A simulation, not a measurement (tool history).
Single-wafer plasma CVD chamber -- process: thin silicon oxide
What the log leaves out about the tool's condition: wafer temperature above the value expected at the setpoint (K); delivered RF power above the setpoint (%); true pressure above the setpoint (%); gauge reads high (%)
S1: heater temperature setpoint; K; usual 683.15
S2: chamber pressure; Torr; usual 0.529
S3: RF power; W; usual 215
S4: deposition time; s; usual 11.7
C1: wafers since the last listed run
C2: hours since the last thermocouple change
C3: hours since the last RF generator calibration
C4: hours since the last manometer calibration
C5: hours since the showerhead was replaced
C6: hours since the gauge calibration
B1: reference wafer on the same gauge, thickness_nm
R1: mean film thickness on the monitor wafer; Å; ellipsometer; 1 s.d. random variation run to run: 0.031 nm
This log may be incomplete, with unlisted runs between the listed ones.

{"run": 1, "hour": 0.0, "S1": 683.15, "S2": 0.529, "S3": 215, "S4": 11.7, "C1": 0, "C2": 570.9, "C3": 340.7, "C4": 1728.3, "C5": 4240.2, "C6": 1099.2, "B1": 12.691, "R1": 109.93}
{"run": 2, "hour": 47.0, "S1": 683.15, "S2": 0.529, "S3": 215, "S4": 11.7, "C1": 652, "C2": 617.9, "C3": 387.7, "C4": 1775.3, "C5": 4287.2, "C6": 1146.2, "B1": 12.701, "R1": 109.32}
{"run": 3, "hour": 234.4, "S1": 683.15, "S2": 0.529, "S3": 215, "S4": 11.7, "C1": 2601, "C2": 805.3, "C3": 575.1, "C4": 1962.7, "C5": 4474.6, "C6": 1333.6, "B1": 12.703, "R1": 108.93}
{"run": 4, "hour": 290.9, "S1": 683.15, "S2": 0.44, "S3": 215, "S4": 11.7, "C1": 784, "C2": 861.8, "C3": 631.6, "C4": 2019.2, "C5": 4531.1, "C6": 1390.1, "B1": 12.691, "R1": 97.08}
{"run": 5, "hour": 349.7, "S1": 683.15, "S2": 0.44, "S3": 215, "S4": 11.7, "C1": 816, "C2": 920.6, "C3": 690.4, "C4": 2078, "C5": 4589.9, "C6": 1448.9, "B1": 12.696, "R1": 96.85}
{"hour": 443.0, "done": "gauge calibrated"}
{"run": 6, "hour": 512.7, "S1": 683.15, "S2": 0.529, "S3": 215, "S4": 11.7, "C1": 2262, "C2": 1083.6, "C3": 853.4, "C4": 2241, "C5": 4752.9, "C6": 69.7, "B1": 12.695, "R1": 108.23}
{"run": 7, "hour": 547.4, "S1": 683.15, "S2": 0.529, "S3": 215, "S4": 11.7, "C1": 481, "C2": 1118.3, "C3": 888.1, "C4": 2275.7, "C5": 4787.6, "C6": 104.4, "B1": 12.711, "R1": 108.6}
{"run": 8, "hour": 618.5, "S1": 683.15, "S2": 0.529, "S3": 215, "S4": 11.7, "C1": 986, "C2": 1189.4, "C3": 959.2, "C4": 2346.8, "C5": 4858.7, "C6": 175.5, "B1": 12.707, "R1": 107.84}
{"run": 9, "hour": 672.4, "S1": 683.15, "S2": 0.529, "S3": 215, "S4": 11.7, "C1": 748, "C2": 1243.3, "C3": 1013.1, "C4": 2400.7, "C5": 4912.6, "C6": 229.4, "B1": 12.705, "R1": 108.24}
{"hour": 690.5, "done": "thermocouple changed; heater temperature recalibrated"}
{"run": 10, "hour": 708.8, "S1": 672.15, "S2": 0.529, "S3": 215, "S4": 11.7, "C1": 394, "C2": 18.3, "C3": 1049.5, "C4": 2437.1, "C5": 4949, "C6": 265.8, "B1": 12.706, "R1": 108.53}
{"run": 11, "hour": 762.8, "S1": 672.15, "S2": 0.529, "S3": 215, "S4": 11.7, "C1": 749, "C2": 72.3, "C3": 1103.5, "C4": 2491.1, "C5": 5003, "C6": 319.8, "B1": 12.699, "R1": 108.71}
{"run": 12, "hour": 815.3, "S1": 683.15, "S2": 0.529, "S3": 215, "S4": 11.7, "C1": 728, "C2": 124.8, "C3": 1156, "C4": 2543.6, "C5": 5055.5, "C6": 372.3, "B1": 12.693, "R1": 107.78}
{"hour": 839.1, "done": "capacitance manometer re-zeroed and calibrated"}
{"run": 13, "hour": 868.9, "S1": 687.15, "S2": 0.529, "S3": 215, "S4": 12.4, "C1": 632, "C2": 178.4, "C3": 1209.6, "C4": 29.8, "C5": 5109.1, "C6": 425.9, "B1": 12.701, "R1": 116.72}
{"run": 14, "hour": 907.4, "S1": 683.15, "S2": 0.62, "S3": 215, "S4": 10.5, "C1": 534, "C2": 216.9, "C3": 1248.1, "C4": 68.3, "C5": 5147.6, "C6": 464.4, "B1": 12.691, "R1": 110.01}
{"run": 15, "hour": 931.9, "S1": 683.15, "S2": 0.529, "S3": 215, "S4": 11.7, "C1": 340, "C2": 241.4, "C3": 1272.6, "C4": 92.8, "C5": 5172.1, "C6": 488.9, "B1": 12.69, "R1": 110.12}
{"hour": 941.5, "done": "showerhead replaced"}
{"run": 16, "hour": 980.2, "S1": 683.15, "S2": 0.529, "S3": 215, "S4": 11.7, "C1": 559, "C2": 289.7, "C3": 1320.9, "C4": 141.1, "C5": 38.7, "C6": 537.2, "B1": 12.692, "R1": 110.3}
{"run": 17, "hour": 1022.6, "S1": 690.15, "S2": 0.484, "S3": 215, "S4": 11.7, "C1": 588, "C2": 332.1, "C3": 1363.3, "C4": 183.5, "C5": 81.1, "C6": 579.6, "B1": 12.704, "R1": 103.59}
{"run": 18, "hour": 1047.6, "S1": 683.15, "S2": 0.579, "S3": 185, "S4": 11.7, "C1": 347, "C2": 357.1, "C3": 1388.3, "C4": 208.5, "C5": 106.1, "C6": 604.6, "B1": 12.699, "R1": 101.96}
{"run": 19, "hour": 1083.8, "S1": 683.15, "S2": 0.529, "S3": 215, "S4": 11.7, "C1": 502, "C2": 393.3, "C3": 1424.5, "C4": 244.7, "C5": 142.3, "C6": 640.8, "B1": 12.696, "R1": 110.13}
{"run": 20, "hour": 1129.0, "S1": 691.15, "S2": 0.529, "S3": 215, "S4": 13.8, "C1": 627, "C2": 438.5, "C3": 1469.7, "C4": 289.9, "C5": 187.5, "C6": 686, "B1": 12.701, "R1": 129.5}
{"hour": 1188.4, "done": "RF generator calibrated"}
{"run": 21, "hour": 1188.9, "S1": 683.15, "S2": 0.529, "S3": 215, "S4": 13, "C1": 720, "C2": 498.4, "C3": 0.5, "C4": 349.8, "C5": 247.4, "C6": 745.9, "B1": 12.697, "R1": 125.31}
{"run": 22, "hour": 1220.9, "S1": 683.15, "S2": 0.644, "S3": 190, "S4": 11.7, "C1": 444, "C2": 530.4, "C3": 32.5, "C4": 381.8, "C5": 279.4, "C6": 777.9, "B1": 12.689, "R1": 115.06}
{"run": 23, "hour": 1275.4, "S1": 668.15, "S2": 0.529, "S3": 195, "S4": 11.7, "C1": 756, "C2": 584.9, "C3": 87, "C4": 436.3, "C5": 333.9, "C6": 832.4, "B1": 12.701, "R1": 104.77}
{"run": 24, "hour": 1335.8, "S1": 683.15, "S2": 0.529, "S3": 215, "S4": 11.7, "C1": 838, "C2": 645.3, "C3": 147.4, "C4": 496.7, "C5": 394.3, "C6": 892.8, "B1": 12.704, "R1": 112.19}
{"run": 25, "hour": 1407.5, "S1": 683.15, "S2": 0.568, "S3": 185, "S4": 11.7, "C1": 995, "C2": 717, "C3": 219.1, "C4": 568.4, "C5": 466, "C6": 964.5, "B1": 12.711, "R1": 102.21}
{"run": 26, "hour": 1450.5, "S1": 683.15, "S2": 0.529, "S3": 215, "S4": 11.7, "C1": 596, "C2": 760, "C3": 262.1, "C4": 611.4, "C5": 509, "C6": 1007.5, "B1": 12.69, "R1": 111.89}
{"run": 27, "hour": 1476.9, "S1": 683.15, "S2": 0.644, "S3": 190, "S4": 11.7, "C1": 366, "C2": 786.4, "C3": 288.5, "C4": 637.8, "C5": 535.4, "C6": 1033.9, "B1": 12.693, "R1": 114.61}
{"run": 28, "hour": 1511.6, "S1": 676.15, "S2": 0.529, "S3": 230, "S4": 11.7, "C1": 481, "C2": 821.1, "C3": 323.2, "C4": 672.5, "C5": 570.1, "C6": 1068.6, "B1": 12.697, "R1": 117.79}

For each run, the measured value with the value that run would have given without the tool's hidden condition subtracted. The run-to-run variation is shared by both, the gauge scatter possibly not:
run=1 R1=-3.73
run=2 R1=-3.88
run=3 R1=-4.47
run=4 R1=-4.12
run=5 R1=-4.24
run=6 R1=-5.09
run=7 R1=-5.17
run=8 R1=-5.26
run=9 R1=-5.38
run=10 R1=-5.46
run=11 R1=-5.54
run=12 R1=-5.58
run=13 R1=-3.54
run=14 R1=-3.39
run=15 R1=-3.43
run=16 R1=-3.5
run=17 R1=-3.34
run=18 R1=-3.62
run=19 R1=-3.63
run=20 R1=-4.33
run=21 R1=-0.69
run=22 R1=-0.84
run=23 R1=-1.1
run=24 R1=-1.46
run=25 R1=-1.8
run=26 R1=-2.02
run=27 R1=-2.3
run=28 R1=-2.35
